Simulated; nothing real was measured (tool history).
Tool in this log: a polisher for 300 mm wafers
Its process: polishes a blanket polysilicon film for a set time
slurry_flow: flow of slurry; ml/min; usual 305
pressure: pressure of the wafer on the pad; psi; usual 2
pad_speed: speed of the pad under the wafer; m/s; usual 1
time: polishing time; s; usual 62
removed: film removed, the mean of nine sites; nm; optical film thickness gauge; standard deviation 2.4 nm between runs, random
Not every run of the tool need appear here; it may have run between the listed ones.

run	day	slurry_flow	pressure	pad_speed	time	incoming thickness of the incoming film, nm	removed
1	0	355	2	1	62	1097.3	343.1
2	0.508	355	2	1	62	1084.2	340.1
3	1.175	305	2	1.16	62	1081.6	382.3
4	1.888	305	2	1	62	1102.8	340.3
5	2.258	305	2	1	62	1093.8	339.1
6	2.608	305	2	0.72	62	1081.8	263.6
7	2.954	225	2	1	62	1089.7	326.6
# day 3.658: worn pad replaced by a new one
8	3.679	225	2	1	62	1071.5	334.1
9	4.146	305	2	1	62	1090.7	347
10	4.729	305	2	1	62	1100.2	345.8
11	5.229	305	2	1	62	1078.3	349.6
# day 5.525: head pressure recalibrated
12	5.962	305	2	1	49	1100	213.7
13	6.288	305	2	1	62	1091.8	271.9
14	7.029	305	2	1	62	1076.7	268.1
15	7.358	370	2.3	1.12	79	1072.2	432.7
16	7.617	305	1.6	1.18	62	1084.9	244.1
# day 7.658: slurry nozzle cleaned
# day 7.808: head pressure recalibrated, repeated, since the last time left the tool worse
17	8.183	220	2	1.22	74	1084.2	432.1
18	8.521	210	2	1.26	62	1114	366.7
19	8.954	265	2.6	0.76	75	1097.9	396.2
20	9.692	400	1.4	1	62	1109.3	229.3
# day 9.958: worn pad replaced by a new one
21	10.083	305	2	0.9	81	1087.6	392.8
22	10.471	215	2.4	1	62	1073.6	375.9
23	10.842	305	2	1	62	1092.3	324.9
24	11.288	305	1.4	1	81	1092.2	298.5

Consider 3 possible next runs. They are alternatives, not a sequence: every one starts from the tool as it was left by run 24. What does each give?
A	11.304	305	2	0.86	62	1094.5	?
B	11.304	370	1.5	1	62	1094.5	?
C	11.304	225	2	1	40	1094.5	?

run	removed
A	284.6
B	244
C	199.2
Without the tool's unlogged condition, the same runs would have read:
run	removed
A	283.6
B	243.2
C	198.5

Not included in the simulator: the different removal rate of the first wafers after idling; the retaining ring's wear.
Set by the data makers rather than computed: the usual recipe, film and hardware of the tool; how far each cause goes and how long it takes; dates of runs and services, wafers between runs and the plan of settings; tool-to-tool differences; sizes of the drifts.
